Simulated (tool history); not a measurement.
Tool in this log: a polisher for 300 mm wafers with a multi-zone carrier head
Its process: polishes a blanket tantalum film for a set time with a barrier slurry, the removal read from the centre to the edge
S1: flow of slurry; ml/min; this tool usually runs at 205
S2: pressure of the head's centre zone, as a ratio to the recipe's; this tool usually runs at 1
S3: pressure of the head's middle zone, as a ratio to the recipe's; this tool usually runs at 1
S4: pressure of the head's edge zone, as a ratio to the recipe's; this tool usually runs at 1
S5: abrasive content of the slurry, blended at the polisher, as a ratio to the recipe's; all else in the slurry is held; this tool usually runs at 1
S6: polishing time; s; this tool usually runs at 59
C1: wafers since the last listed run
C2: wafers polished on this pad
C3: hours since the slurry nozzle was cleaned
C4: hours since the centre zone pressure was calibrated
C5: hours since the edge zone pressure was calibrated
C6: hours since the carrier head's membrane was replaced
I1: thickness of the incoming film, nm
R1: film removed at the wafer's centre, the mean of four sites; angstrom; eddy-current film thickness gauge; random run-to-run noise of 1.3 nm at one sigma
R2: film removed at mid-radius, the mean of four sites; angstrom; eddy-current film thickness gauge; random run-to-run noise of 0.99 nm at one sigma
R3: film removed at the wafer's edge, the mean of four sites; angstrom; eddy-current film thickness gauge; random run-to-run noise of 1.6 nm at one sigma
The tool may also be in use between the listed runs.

run     day   S1    S2    S3    S4    S5  S6    C1    C2     C3     C4     C5      C6     I1    R1    R2    R3
  1       0  205     1     1     1  0.95  59     0  2435    281    138   54.8   708.5  378.1  1088  1099  1132
  2   4.196  205     1     1     1  0.95  59  1176  3611  381.7  238.7  155.5   809.2  374.6  1102  1112  1109
  3   6.212  205     1     1     1  0.95  59   565  4176  430.1  287.1  203.9   857.6  383.1  1104  1104  1092
  4  10.046  205     1     1     1     1  59  1074  5251  522.1  379.1  295.9   949.6  376.1  1128  1122  1104
  5  11.883  205     1     1     1     1  59   515  5766  566.2  423.2    340   993.7  379.7  1103  1132  1134
     13.708  -- worn pad replaced by a new one
  6  13.833  205     1     1     1     1  59   499    35    613    470  386.8  1040.5  381.1  1102  1122  1115
     14.171  -- slurry nozzle cleaned
     14.892  -- edge zone pressure recalibrated
  7  15.838  230  1.05     1     1  1.15  49   526   562     40  518.1   22.7  1088.6  378.2  1031   987   959
      16.65  -- centre zone pressure recalibrated
  8  17.429  255     1  1.03  0.97   0.9  59   422   985   78.2   18.7   60.9  1126.8  378.8  1091  1145  1084
  9  21.738  205     1     1     1     1  79  1207  2193  181.6  122.1  164.3  1230.2  373.5  1480  1502  1532
 10  25.467  135     1  1.08  0.91     1  76  1045  3238  271.1  211.6  253.8  1319.7  373.4  1304  1404  1308
     27.775  -- carrier head's membrane replaced by a new one
 11  29.658  205   0.9  1.07  0.93     1  48  1116  4355  371.7  312.2  354.4    45.2  383.5   827   945   867
     31.167  -- worn pad replaced by a new one
 12  32.667  205     1     1     1     1  59   796   420  443.9  384.4  426.6   117.4  385.5  1118  1121  1137
     33.621  -- edge zone pressure recalibrated
 13  37.017  205  0.88     1     1   0.9  59  1196  1616  548.3  488.8   81.5   221.8  375.5   946  1101  1097
     40.092  -- centre zone pressure recalibrated
     44.308  -- slurry nozzle cleaned
 14  47.283  160     1  1.09  0.96  0.85  59  2843  4459   71.4  172.6  327.9   468.2  376.3  1027  1069  1037
 15   49.25  205   1.1     1  1.06   1.1  59   551  5011  118.6  219.8  375.1   515.4  376.3  1252  1142  1190
 16  51.558  205     1     1     1     1  59   647  5658    174  275.2  430.5   570.8  376.6  1106  1132  1126
     51.846  -- edge zone pressure recalibrated
 17  53.388  205  1.09  1.08     1     1  77   489  6147  217.9  319.1     37   614.7    380  1613  1536  1467
     53.742  -- worn pad replaced by a new one
 18  55.117  205  0.89     1  0.97     1  40   438   385  259.4  360.6   78.5   656.2  384.5   667   745   747
 19  56.738  205     1  0.96  0.94     1  59   454   839  298.3  399.5  117.4   695.1  376.4  1125  1105  1091
       59.5  -- centre zone pressure recalibrated
 20  60.992  180  0.97     1  0.92     1  40  1169  2009  400.4   35.8  219.5   797.2  384.7   714   753   709
 21  63.954  205     1     1     1     1  59   830  2839  471.5  106.9  290.6   868.3  384.5  1118  1125  1133
 22  67.088  205     1     1  0.91     1  59   878  3718  546.7  182.1  365.8   943.5  386.8  1110  1119  1047

3 ways to go on from here, each from the tool as it stands after run 22. What would each give?
  A  67.104  205     1    1     1   1  59   4  3722  547.1  182.5  366.2  943.9  381.1   ?   ?   ?
  B  67.104  205     1  1.1     1   1  59   4  3722  547.1  182.5  366.2  943.9  381.1   ?   ?   ?
  C  67.104  205  0.92    1  0.96   1  59   4  3722  547.1  182.5  366.2  943.9  381.1   ?   ?   ?

run    R1    R2    R3
  A  1124  1140  1131
  B  1125  1209  1130
  C  1033  1141  1109
Without the tool's hidden state the same runs would have given:
run    R1    R2    R3
  A  1124  1140  1131
  B  1125  1209  1130
  C  1033  1141  1109
